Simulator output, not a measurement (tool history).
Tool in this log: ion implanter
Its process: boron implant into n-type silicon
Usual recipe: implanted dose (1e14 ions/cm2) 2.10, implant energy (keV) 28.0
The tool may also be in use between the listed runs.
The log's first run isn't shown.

run,hour,implanted dose (1e14 ions/cm2),implant energy (keV),"read-back reference wafer on the same gauge, sheet resistance",sheet resistance of the implanted and annealed layer (ohm/square)
2,8.5,1.78,28.0,319.10,454.21
3,20.9,1.78,28.0,318.99,455.86
4,27.1,1.78,28.0,318.96,455.37
5,35.1,2.10,28.0,319.04,403.16
6,42.8,2.10,28.0,318.99,402.33
7,59.6,2.10,28.0,318.95,403.65
8,74.6,2.59,28.0,318.97,343.41
9,97.5,2.59,28.0,318.92,344.50
10,112.2,2.59,28.0,319.03,345.08
# hour 116.6: gauge calibrated
11,120.3,2.38,28.0,319.00,369.03
12,134.3,2.38,28.0,319.03,368.96
13,142.1,1.61,20.0,318.98,519.33
14,151.2,1.81,28.0,318.96,452.40
15,165.2,2.65,34.0,319.00,333.18
16,199.7,2.10,28.0,318.99,405.00
17,212.4,2.10,28.0,319.00,405.53
18,222.1,2.52,24.5,318.90,359.16
19,238.6,2.10,31.0,318.97,401.68
20,261.9,2.10,28.0,319.12,406.47
21,275.6,2.10,28.0,318.99,406.99
22,281.7,1.92,35.0,318.97,420.93
23,295.9,2.10,28.0,319.00,406.02
# hour 313.1: extraction supply calibrated
24,313.6,1.74,28.0,318.87,468.86
# hour 323.5: Faraday cup replaced and dose calibrated
25,324.0,2.10,28.0,319.00,387.74

What will run 26 give?
26,328.4,1.89,21.0,?,?

{"run 26": {"read-back reference wafer on the same gauge, sheet resistance": 318.97, "sheet resistance of the implanted and annealed layer (ohm/square)": 436.66}}
On a tool with no hidden condition, and with the same random variation, this run would have come out at sheet resistance of the implanted and annealed layer (ohm/square) 432.52.

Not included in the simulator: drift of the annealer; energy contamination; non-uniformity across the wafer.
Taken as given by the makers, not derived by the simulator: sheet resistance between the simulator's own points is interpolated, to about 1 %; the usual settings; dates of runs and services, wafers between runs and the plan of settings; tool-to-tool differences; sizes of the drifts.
